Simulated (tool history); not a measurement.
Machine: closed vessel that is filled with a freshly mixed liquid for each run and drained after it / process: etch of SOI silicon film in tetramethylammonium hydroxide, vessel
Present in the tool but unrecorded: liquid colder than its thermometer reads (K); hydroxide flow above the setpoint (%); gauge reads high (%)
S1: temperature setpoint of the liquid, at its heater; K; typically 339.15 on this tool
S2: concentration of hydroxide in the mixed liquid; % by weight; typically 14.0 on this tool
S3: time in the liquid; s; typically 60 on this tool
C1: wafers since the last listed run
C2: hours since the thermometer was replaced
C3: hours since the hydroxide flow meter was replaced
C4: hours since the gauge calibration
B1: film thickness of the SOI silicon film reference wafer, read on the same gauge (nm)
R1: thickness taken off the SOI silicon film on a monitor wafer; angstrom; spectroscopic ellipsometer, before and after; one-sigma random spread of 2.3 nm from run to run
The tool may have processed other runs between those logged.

run 1 day=0.000 | S1=339.15 S2=14.0 S3=60 | C1=0 C2=1555.7 C3=489.2 C4=579.7 | B1=150.00 | R1=2899.6
run 2 day=2.712 | S1=339.15 S2=14.0 S3=60 | C1=4426 C2=1620.8 C3=554.3 C4=644.8 | B1=150.00 | R1=2931.2
run 3 day=5.517 | S1=339.15 S2=12.5 S3=60 | C1=4575 C2=1688.1 C3=621.6 C4=712.1 | B1=150.01 | R1=3090.4
run 4 day=17.738 | S1=339.15 S2=12.5 S3=60 | C1=19941 C2=1981.4 C3=914.9 C4=1005.4 | B1=150.04 | R1=3051.5
run 5 day=20.575 | S1=339.15 S2=12.5 S3=60 | C1=4630 C2=2049.5 C3=983.0 C4=1073.5 | B1=150.01 | R1=3071.9
run 6 day=25.042 | S1=339.15 S2=14.0 S3=60 | C1=7288 C2=2156.7 C3=1090.2 C4=1180.7 | B1=150.03 | R1=2889.8
run 7 day=26.729 | S1=339.15 S2=14.0 S3=60 | C1=2753 C2=2197.2 C3=1130.7 C4=1221.2 | B1=150.00 | R1=2858.3
run 8 day=30.296 | S1=339.15 S2=14.0 S3=60 | C1=5819 C2=2282.8 C3=1216.3 C4=1306.8 | B1=150.01 | R1=2854.2
run 9 day=32.062 | S1=339.15 S2=16.5 S3=35 | C1=2882 C2=2325.2 C3=1258.7 C4=1349.2 | B1=149.97 | R1=1580.4
run 10 day=35.833 | S1=339.15 S2=14.0 S3=70 | C1=6152 C2=2415.7 C3=1349.2 C4=1439.7 | B1=149.97 | R1=3309.1
run 11 day=39.217 | S1=339.15 S2=14.0 S3=70 | C1=5520 C2=2496.9 C3=1430.4 C4=1520.9 | B1=150.02 | R1=3311.2
run 12 day=41.971 | S1=346.15 S2=12.0 S3=90 | C1=4494 C2=2563.0 C3=1496.5 C4=1587.0 | B1=149.97 | R1=6878.3
run 13 day=43.746 | S1=331.65 S2=14.0 S3=60 | C1=2896 C2=2605.6 C3=1539.1 C4=1629.6 | B1=150.02 | R1=1782.2
run 14 day=47.812 | S1=332.15 S2=16.0 S3=70 | C1=6635 C2=2703.2 C3=1636.7 C4=1727.2 | B1=149.99 | R1=2025.9
-- day=48.275 thermometer replaced
run 15 day=51.283 | S1=339.15 S2=17.5 S3=85 | C1=5595 C2=72.2 C3=1720.0 C4=1810.5 | B1=150.02 | R1=3624.6
-- day=52.942 hydroxide flow meter replaced
run 16 day=53.196 | S1=339.15 S2=14.0 S3=60 | C1=3052 C2=118.1 C3=6.1 C4=1856.4 | B1=149.99 | R1=2962.2
run 17 day=57.333 | S1=339.15 S2=14.0 S3=40 | C1=6751 C2=217.4 C3=105.4 C4=1955.7 | B1=149.98 | R1=1982.3
-- day=60.804 gauge calibrated
run 18 day=61.500 | S1=345.15 S2=11.5 S3=95 | C1=6798 C2=317.4 C3=205.4 C4=16.7 | B1=150.02 | R1=7235.7
run 19 day=65.954 | S1=339.15 S2=14.0 S3=40 | C1=7268 C2=424.3 C3=312.3 C4=123.6 | B1=149.95 | R1=1980.3
run 20 day=68.438 | S1=339.15 S2=14.0 S3=60 | C1=4052 C2=483.9 C3=371.9 C4=183.2 | B1=150.00 | R1=2921.4
run 21 day=72.821 | S1=332.65 S2=16.0 S3=30 | C1=7152 C2=589.1 C3=477.1 C4=288.4 | B1=150.05 | R1=928.0
run 22 day=75.971 | S1=339.15 S2=14.0 S3=60 | C1=5139 C2=664.7 C3=552.7 C4=364.0 | B1=149.99 | R1=2912.2
run 23 day=80.388 | S1=339.15 S2=10.5 S3=50 | C1=7206 C2=770.7 C3=658.7 C4=470.0 | B1=150.00 | R1=2724.4

Branching from run 23: 5 alternative next runs. What would each branch give?
run A day=80.417 | S1=339.15 S2=14.0 S3=60 | C1=47 C2=771.4 C3=659.4 C4=470.7 | B1=? | R1=?
run B day=80.417 | S1=339.15 S2=17.0 S3=35 | C1=47 C2=771.4 C3=659.4 C4=470.7 | B1=? | R1=?
run C day=80.417 | S1=339.15 S2=11.5 S3=75 | C1=47 C2=771.4 C3=659.4 C4=470.7 | B1=? | R1=?
run D day=80.417 | S1=343.15 S2=12.5 S3=90 | C1=47 C2=771.4 C3=659.4 C4=470.7 | B1=? | R1=?
run E day=80.417 | S1=335.65 S2=10.0 S3=80 | C1=47 C2=771.4 C3=659.4 C4=470.7 | B1=? | R1=?

run=A B1=150.00 R1=2914.8
run=B B1=150.00 R1=1580.5
run=C B1=150.00 R1=3999.9
run=D B1=150.00 R1=5870.3
run=E B1=150.00 R1=3634.2
With the hidden condition removed and each run's random variation left untouched, the same runs would have given:
run=A R1=2991.8
run=B R1=1611.0
run=C R1=4079.1
run=D R1=6001.1
run=E R1=3693.5
